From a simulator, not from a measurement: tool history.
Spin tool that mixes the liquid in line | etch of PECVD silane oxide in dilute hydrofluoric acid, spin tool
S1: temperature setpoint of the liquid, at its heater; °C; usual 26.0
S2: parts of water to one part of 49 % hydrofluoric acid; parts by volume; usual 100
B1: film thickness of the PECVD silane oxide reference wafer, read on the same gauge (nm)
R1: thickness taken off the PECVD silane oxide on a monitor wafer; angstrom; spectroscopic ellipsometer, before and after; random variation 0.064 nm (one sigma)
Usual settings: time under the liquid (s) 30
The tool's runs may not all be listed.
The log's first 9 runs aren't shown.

Run 10, hour 1037.7: usual settings but S1 23.0 °C, time under the liquid (s) 25; B1 60.02. Result: R1 58.0 angstrom.
Run 11, hour 1091.2: usual settings; B1 59.96. Result: R1 78.9 angstrom.
At hour 1332.4: gauge calibrated.
Run 12, hour 1405.0: usual settings but S2 130 parts by volume, time under the liquid (s) 15; B1 59.99. Result: R1 30.3 angstrom.
Run 13, hour 1474.9: usual settings but S1 30.0 °C; B1 60.01. Result: R1 94.3 angstrom.
At hour 1487.4: hydrofluoric acid flow meter replaced.
Run 14, hour 1540.3: usual settings but S1 29.0 °C, S2 115 parts by volume; B1 59.97. Result: R1 69.3 angstrom.
Run 15, hour 1583.1: usual settings but S1 22.0 °C, time under the liquid (s) 45; B1 59.99. Result: R1 92.9 angstrom.
Run 16, hour 1652.5: usual settings but S1 22.0 °C, S2 125 parts by volume; B1 60.01. Result: R1 47.7 angstrom.
At hour 1799.3: thermometer replaced.
Run 17, hour 1949.3: usual settings but S1 22.0 °C, S2 60 parts by volume, time under the liquid (s) 15; B1 60.01. Result: R1 56.3 angstrom.
Run 18, hour 1995.7: usual settings; B1 59.95. Result: R1 74.3 angstrom.
Run 19, hour 2079.3: usual settings but S1 30.5 °C, S2 145 parts by volume; B1 60.02. Result: R1 58.7 angstrom.
Run 20, hour 2180.4: usual settings but S1 29.5 °C; B1 60.06. Result: R1 86.9 angstrom.
Run 21, hour 2271.3: usual settings but S1 22.0 °C, time under the liquid (s) 45; B1 60.03. Result: R1 99.7 angstrom.
Run 22, hour 2373.9: usual settings but S1 28.0 °C, S2 65 parts by volume, time under the liquid (s) 40; B1 60.03. Result: R1 181.3 angstrom.
Run 23, hour 2441.0: usual settings but S2 65 parts by volume, time under the liquid (s) 25; B1 59.96. Result: R1 105.8 angstrom.
Run 24, hour 2523.2: usual settings but S2 70 parts by volume; B1 60.00. Result: R1 116.4 angstrom.
Run 25, hour 2575.5: usual settings but S2 65 parts by volume; B1 60.00. Result: R1 126.0 angstrom.
Run 26, hour 2620.7: usual settings but S1 24.5 °C, S2 80 parts by volume, time under the liquid (s) 50; B1 60.01. Result: R1 157.9 angstrom.
Run 27, hour 2656.9: usual settings but time under the liquid (s) 25; B1 59.95. Result: R1 65.5 angstrom.
At hour 2674.8: hydrofluoric acid flow meter replaced.
Run 28, hour 2733.7: usual settings but S1 24.5 °C, S2 80 parts by volume, time under the liquid (s) 50; B1 60.05. Result: R1 147.5 angstrom.
Run 29, hour 2803.6: usual settings; B1 59.97. Result: R1 73.1 angstrom.
Run 30, hour 2906.2: usual settings but S1 30.5 °C, S2 65 parts by volume, time under the liquid (s) 20; B1 60.00. Result: R1 95.5 angstrom.
Run 31, hour 2991.7: usual settings but time under the liquid (s) 35; B1 60.00. Result: R1 89.1 angstrom.
Run 32, hour 3096.8: usual settings but S1 22.0 °C, S2 55 parts by volume, time under the liquid (s) 25; B1 59.96. Result: R1 102.9 angstrom.
Run 33, hour 3135.8: usual settings but S1 27.5 °C; B1 60.02. Result: R1 80.6 angstrom.

Forecast each of these 4 alternatives for the next run:
Run A, hour 3136.2: usual settings; B1 ?. Result: R1 ?.
Run B, hour 3136.2: usual settings but S1 21.5 °C, S2 145 parts by volume, time under the liquid (s) 40; B1 ?. Result: R1 ?.
Run C, hour 3136.2: usual settings but S1 21.5 °C; B1 ?. Result: R1 ?.
Run D, hour 3136.2: usual settings but S1 29.0 °C; B1 ?. Result: R1 ?.

run     B1    R1
  A  59.96  76.0
  B  59.96  55.6
  C  59.96  63.5
  D  59.96  85.3
Without the tool's hidden state the same runs would have given:
run    R1
  A  72.3
  B  52.8
  C  60.4
  D  81.1
